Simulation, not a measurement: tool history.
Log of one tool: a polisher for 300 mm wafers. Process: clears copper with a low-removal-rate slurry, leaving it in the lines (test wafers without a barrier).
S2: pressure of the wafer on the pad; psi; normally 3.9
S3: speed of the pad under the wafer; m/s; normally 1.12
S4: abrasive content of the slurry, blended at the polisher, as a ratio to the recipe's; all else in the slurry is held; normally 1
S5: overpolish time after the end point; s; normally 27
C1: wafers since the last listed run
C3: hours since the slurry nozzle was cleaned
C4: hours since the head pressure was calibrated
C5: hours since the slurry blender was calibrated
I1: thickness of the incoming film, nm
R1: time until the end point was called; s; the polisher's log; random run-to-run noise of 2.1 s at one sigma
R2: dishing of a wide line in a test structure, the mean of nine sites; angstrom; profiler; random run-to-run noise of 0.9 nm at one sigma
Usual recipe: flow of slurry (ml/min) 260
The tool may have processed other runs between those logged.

Run 1, hour 0: usual settings; C1 0; wafers polished on this pad 64; C3 427; C4 516.3; C5 126.6; I1 585.8. Result: R1 148.7 s, R2 575 angstrom.
Run 2, hour 35.4: usual settings; C1 321; wafers polished on this pad 386; C3 462.4; C4 551.7; C5 162; I1 587. Result: R1 153 s, R2 556 angstrom.
Run 3, hour 48.8: usual settings; C1 121; wafers polished on this pad 508; C3 475.8; C4 565.1; C5 175.4; I1 577.4. Result: R1 156 s, R2 558 angstrom.
Run 4, hour 79.3: usual settings; C1 277; wafers polished on this pad 785; C3 506.3; C4 595.6; C5 205.9; I1 581.9. Result: R1 159.7 s, R2 552 angstrom.
At hour 94.4: slurry nozzle cleaned.
Run 5, hour 94.9: usual settings; C1 132; wafers polished on this pad 918; C3 0.5; C4 611.2; C5 221.5; I1 579.4. Result: R1 168.2 s, R2 543 angstrom.
Run 6, hour 128.7: usual settings; C1 307; wafers polished on this pad 1225; C3 34.3; C4 645; C5 255.3; I1 575.5. Result: R1 169.8 s, R2 514 angstrom.
At hour 140.9: worn pad replaced by a new one.
Run 7, hour 155.6: usual settings; C1 208; wafers polished on this pad 133; C3 61.2; C4 671.9; C5 282.2; I1 579.5. Result: R1 149 s, R2 556 angstrom.
Run 8, hour 185.2: usual settings; C1 269; wafers polished on this pad 402; C3 90.8; C4 701.5; C5 311.8; I1 573.2. Result: R1 154.1 s, R2 544 angstrom.
Run 9, hour 210.5: usual settings but S2 3.2 psi; C1 230; wafers polished on this pad 632; C3 116.1; C4 726.8; C5 337.1; I1 584.3. Result: R1 194.2 s, R2 453 angstrom.
Run 10, hour 233.1: usual settings; C1 205; wafers polished on this pad 838; C3 138.7; C4 749.4; C5 359.7; I1 584.8. Result: R1 165.1 s, R2 554 angstrom.
Run 11, hour 259.2: usual settings; C1 237; wafers polished on this pad 1075; C3 164.8; C4 775.5; C5 385.8; I1 575. Result: R1 166.4 s, R2 537 angstrom.
At hour 267.1: worn pad replaced by a new one.
Run 12, hour 295.1: usual settings; C1 290; wafers polished on this pad 254; C3 200.7; C4 811.4; C5 421.7; I1 580.8. Result: R1 148.8 s, R2 562 angstrom.
Run 13, hour 309: usual settings; C1 126; wafers polished on this pad 381; C3 214.6; C4 825.3; C5 435.6; I1 582.3. Result: R1 152.7 s, R2 550 angstrom.
Run 14, hour 328.6: usual settings but flow of slurry (ml/min) 180, S2 4.9 psi, S5 33 s; C1 178; wafers polished on this pad 559; C3 234.2; C4 844.9; C5 455.2; I1 576.9. Result: R1 129.4 s, R2 744 angstrom.

Predict the results of run 15:
At hour 344.8: slurry blender recalibrated.
Run 15, hour 355.8: usual settings but flow of slurry (ml/min) 180, S3 0.92 m/s; C1 229; wafers polished on this pad 788; C3 261.4; C4 872.1; C5 11; I1 584.3. Result: R1 ?, R2 ?.

{"run 15": {"R1": 189.1, "R2": 476}}
If the tool had no hidden condition, the same run with the same run-to-run variation would have returned R1 173.1 s, R2 510 angstrom.
